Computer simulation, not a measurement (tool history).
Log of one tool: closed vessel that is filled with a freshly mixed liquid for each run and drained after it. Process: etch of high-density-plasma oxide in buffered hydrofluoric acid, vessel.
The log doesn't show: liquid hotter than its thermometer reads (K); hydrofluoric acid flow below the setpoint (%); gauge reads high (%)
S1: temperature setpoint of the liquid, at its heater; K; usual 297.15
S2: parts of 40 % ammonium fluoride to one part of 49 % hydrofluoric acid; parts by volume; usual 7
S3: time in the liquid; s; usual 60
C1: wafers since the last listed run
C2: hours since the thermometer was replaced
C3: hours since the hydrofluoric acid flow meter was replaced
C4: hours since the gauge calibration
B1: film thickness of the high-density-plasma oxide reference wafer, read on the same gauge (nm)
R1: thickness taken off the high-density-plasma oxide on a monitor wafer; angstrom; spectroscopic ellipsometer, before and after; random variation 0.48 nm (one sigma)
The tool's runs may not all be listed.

run,hour,S1,S2,S3,C1,C2,C3,C4,B1,R1
1,0,297.15,7,60,0,1399.7,1881.5,204.5,150,1073.1
2,14.9,297.15,7,60,1679,1414.6,1896.4,219.4,149.99,1082.6
3,34.5,297.15,6.5,60,2208,1434.2,1916,239,150.07,1146.9
4,65.6,297.15,6.5,60,3504,1465.3,1947.1,270.1,149.97,1151.9
5,93.4,297.15,7,60,3132,1493.1,1974.9,297.9,150.02,1081
6,110.6,297.15,7,60,1938,1510.3,1992.1,315.1,150.03,1071
7,127.7,294.65,7,70,1926,1527.4,2009.2,332.2,149.99,1100.2
8,153.9,294.65,7,70,2952,1553.6,2035.4,358.4,150.03,1097.8
9,175,300.65,7,60,2377,1574.7,2056.5,379.5,149.94,1292.6
10,189.8,300.65,7,60,1667,1589.5,2071.3,394.3,149.93,1298.2
11,220.4,297.15,7,80,3448,1620.1,2101.9,424.9,150.01,1434.9
12,238.2,297.15,7,60,2005,1637.9,2119.7,442.7,149.97,1081.7
13,268.1,297.15,7,60,3369,1667.8,2149.6,472.6,150.02,1076.1
14,291.4,301.15,7,60,2625,1691.1,2172.9,495.9,149.98,1339.2
# hour 298.2: hydrofluoric acid flow meter replaced
15,312.3,297.15,7,60,2242,1712,14.1,516.8,149.96,1089.2
16,334.4,297.15,7,60,2490,1734.1,36.2,538.9,149.97,1083.7
17,373.3,299.15,5.5,85,4383,1773,75.1,577.8,150,2101.5
18,390.2,293.15,7,35,1904,1789.9,92,594.7,150.01,511.1
19,403.6,297.15,8,60,1510,1803.3,105.4,608.1,149.97,932.3
20,416.1,300.15,8.5,50,1408,1815.8,117.9,620.6,149.95,867.3
# hour 437.3: gauge calibrated
# hour 480.8: thermometer replaced
21,494.3,294.65,7,70,8699,13.5,196.1,57,149.97,1053.8
22,519.4,299.65,7,30,2828,38.6,221.2,82.1,149.99,596.9
23,553.8,294.15,8,75,3876,73,255.6,116.5,149.98,957.3
24,586.7,297.15,5.5,60,3707,105.9,288.5,149.4,150,1281.7
25,618.5,297.15,7,70,3583,137.7,320.3,181.2,149.96,1218.7
26,635.1,293.15,10,80,1870,154.3,336.9,197.8,150.03,794.5
27,667.5,297.15,7,70,3651,186.7,369.3,230.2,150.03,1218.6
28,694.2,292.65,8.5,75,3008,213.4,396,256.9,149.99,822.1
29,725.4,299.65,5,85,3515,244.6,427.2,288.1,150,2266.4
30,738.1,297.15,7,60,1431,257.3,439.9,300.8,150.06,1046.1
31,766.7,297.15,9.5,35,3222,285.9,468.5,329.4,150.03,450.4
32,788.2,301.15,6,40,2422,307.4,490,350.9,149.98,986.7

Hidden state or all else? Some run-to-run changes of R1, split into what the settings, what came in and random variation would give without the hidden state, and what is left for the hidden state (with any gauge scatter that isn't in both results):
Run 16 -> 17: S1 297.15 -> 299.15, S2 7 -> 5.5, S3 60 -> 85. R1 +1017.8 angstrom: hidden state +49.3, all else +968.5.
Run 17 -> 18: S1 299.15 -> 293.15, S2 5.5 -> 7, S3 85 -> 35. R1 -1590.4 angstrom: hidden state -75.2, all else -1515.2.
Run 20 -> 21: S1 300.15 -> 294.65, S2 8.5 -> 7, S3 50 -> 70, gauge calibrated, thermometer replaced. R1 +186.5 angstrom: hidden state -37.6, all else +224.1.
Run 28 -> 29: S1 292.65 -> 299.65, S2 8.5 -> 5, S3 75 -> 85. R1 +1444.3 angstrom: hidden state +15.9, all else +1428.4.
Run 29 -> 30: S1 299.65 -> 297.15, S2 5 -> 7, S3 85 -> 60. R1 -1220.3 angstrom: hidden state -12.7, all else -1207.6.

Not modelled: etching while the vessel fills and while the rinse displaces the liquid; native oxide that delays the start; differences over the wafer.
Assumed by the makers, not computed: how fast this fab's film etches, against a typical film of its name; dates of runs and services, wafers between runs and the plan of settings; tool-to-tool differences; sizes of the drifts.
